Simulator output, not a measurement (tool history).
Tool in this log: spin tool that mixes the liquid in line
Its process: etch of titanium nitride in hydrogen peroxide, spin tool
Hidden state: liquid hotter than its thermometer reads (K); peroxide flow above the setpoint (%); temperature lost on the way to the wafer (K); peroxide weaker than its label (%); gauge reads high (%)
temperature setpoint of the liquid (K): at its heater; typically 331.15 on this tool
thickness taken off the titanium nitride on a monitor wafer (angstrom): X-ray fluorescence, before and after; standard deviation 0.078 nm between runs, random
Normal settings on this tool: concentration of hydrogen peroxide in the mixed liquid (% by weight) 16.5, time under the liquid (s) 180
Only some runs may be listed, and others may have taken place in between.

run   hour  temperature setpoint of the liquid (K)  concentration of hydrogen peroxide in the mixed liquid (% by weight)  time under the liquid (s)  wafers since the last listed run  hours since the thermometer was replaced  hours since the peroxide flow meter was replaced  hours since the heated supply line was repaired  hours since the drum of peroxide was connected  hours since the gauge calibration  read-back film thickness of the titanium nitride reference wafer, read on the same gauge (nm)  thickness taken off the titanium nitride on a monitor wafer (angstrom)
  1      0                                  339.15                                                                  20.5                        150                                 0                                       105                                              96.6                                            806.4                                           743.3                              597.9                                                                                         109.99                                                                   132.5
       6.9  -- gauge calibrated
  2   15.2                                  331.15                                                                  16.5                        180                               142                                     120.2                                             111.8                                            821.6                                           758.5                                8.3                                                                                         110.03                                                                    87.4
  3   29.3                                  339.15                                                                  16.5                        180                               131                                     134.3                                             125.9                                            835.7                                           772.6                               22.4                                                                                         109.98                                                                     150
  4   44.3                                  331.15                                                                  16.5                        180                               140                                     149.3                                             140.9                                            850.7                                           787.6                               37.4                                                                                         110.02                                                                      88
  5   88.3                                  335.15                                                                    13                        290                               411                                     193.3                                             184.9                                            894.7                                           831.6                               81.4                                                                                         109.99                                                                   177.1
  6   96.7                                  338.15                                                                  16.5                        180                                78                                     201.7                                             193.3                                            903.1                                             840                               89.8                                                                                         110.02                                                                   140.4
  7  104.2                                  323.15                                                                  16.5                        280                                70                                     209.2                                             200.8                                            910.6                                           847.5                               97.3                                                                                            110                                                                    76.2
     106.6  -- new drum of peroxide connected
  8  117.9                                  334.15                                                                  13.5                        145                               118                                     222.9                                             214.5                                            924.3                                            11.3                                111                                                                                         110.03                                                                      82
  9  126.6                                  331.15                                                                  16.5                        180                                81                                     231.6                                             223.2                                              933                                              20                              119.7                                                                                         110.03                                                                      87
 10  141.8                                  331.15                                                                  18.5                        180                               142                                     246.8                                             238.4                                            948.2                                            35.2                              134.9                                                                                         109.98                                                                    89.3
 11  158.6                                  331.15                                                                  21.5                        180                               157                                     263.6                                             255.2                                              965                                              52                              151.7                                                                                         109.98                                                                    92.4
 12  174.8                                  331.15                                                                    12                        260                               151                                     279.8                                             271.4                                            981.2                                            68.2                              167.9                                                                                         109.98                                                                   117.6
 13  190.7                                  322.15                                                                  19.5                        120                               148                                     295.7                                             287.3                                            997.1                                            84.1                              183.8                                                                                         110.01                                                                    31.3
     206.6  -- heated supply line repaired
 14    212                                  334.65                                                                  19.5                        285                               189                                       317                                             308.6                                              5.4                                           105.4                              205.1                                                                                            110                                                                     212
 15  228.4                                  325.15                                                                  16.5                        180                               153                                     333.4                                               325                                             21.8                                           121.8                              221.5                                                                                            110                                                                    68.5
 16  246.4                                  331.15                                                                  16.5                        180                               168                                     351.4                                               343                                             39.8                                           139.8                              239.5                                                                                         109.97                                                                   102.2
 17  257.7                                  334.15                                                                  16.5                        220                               105                                     362.7                                             354.3                                             51.1                                           151.1                              250.8                                                                                         109.99                                                                   154.9
 18  273.4                                  331.15                                                                  16.5                        265                               146                                     378.4                                               370                                             66.8                                           166.8                              266.5                                                                                            110                                                                   149.3
 19  289.5                                  327.65                                                                    21                        180                               150                                     394.5                                             386.1                                             82.9                                           182.9                              282.6                                                                                            110                                                                    84.6
 20  299.8                                  321.15                                                                  16.5                        180                                96                                     404.8                                             396.4                                             93.2                                           193.2                              292.9                                                                                            110                                                                    49.8
 21  312.6                                  331.15                                                                  16.5                        180                               119                                     417.6                                             409.2                                              106                                             206                              305.7                                                                                         109.98                                                                   101.7
 22  325.7                                  327.65                                                                  21.5                        145                               122                                     430.7                                             422.3                                            119.1                                           219.1                              318.8                                                                                            110                                                                    68.3
 23  334.9                                  324.65                                                                    20                        105                                86                                     439.9                                             431.5                                            128.3                                           228.3                                328                                                                                         110.01                                                                    39.4
 24  344.1                                  331.15                                                                  16.5                        180                                86                                     449.1                                             440.7                                            137.5                                           237.5                              337.2                                                                                         109.98                                                                   101.7

Predict each of these 5 candidate next runs independently; none follows another, all start after run 24:
  A  344.6                                  331.15                                                                  16.5                        180                                 4                                     449.6                                             441.2                                              138                                             238                              337.7                                                                                              ?                                                                       ?
  B  344.6                                  325.65                                                                  16.5                        235                                 4                                     449.6                                             441.2                                              138                                             238                              337.7                                                                                              ?                                                                       ?
  C  344.6                                  339.15                                                                    14                        110                                 4                                     449.6                                             441.2                                              138                                             238                              337.7                                                                                              ?                                                                       ?
  D  344.6                                  336.15                                                                    18                        225                                 4                                     449.6                                             441.2                                              138                                             238                              337.7                                                                                              ?                                                                       ?
  E  344.6                                  337.65                                                                    21                        180                                 4                                     449.6                                             441.2                                              138                                             238                              337.7                                                                                              ?                                                                       ?

run  read-back film thickness of the titanium nitride reference wafer, read on the same gauge (nm)  thickness taken off the titanium nitride on a monitor wafer (angstrom)
  A                                                                                         109.99                                                                   100.9
  B                                                                                         109.99                                                                    89.7
  C                                                                                         109.99                                                                   101.9
  D                                                                                         109.99                                                                   180.2
  E                                                                                         109.99                                                                   164.6
Stripped of hidden state, with their random variation kept, the same runs would have yielded:
run  thickness taken off the titanium nitride on a monitor wafer (angstrom)
  A                                                                   100.4
  B                                                                    89.2
  C                                                                   101.4
  D                                                                   179.4
  E                                                                   163.9
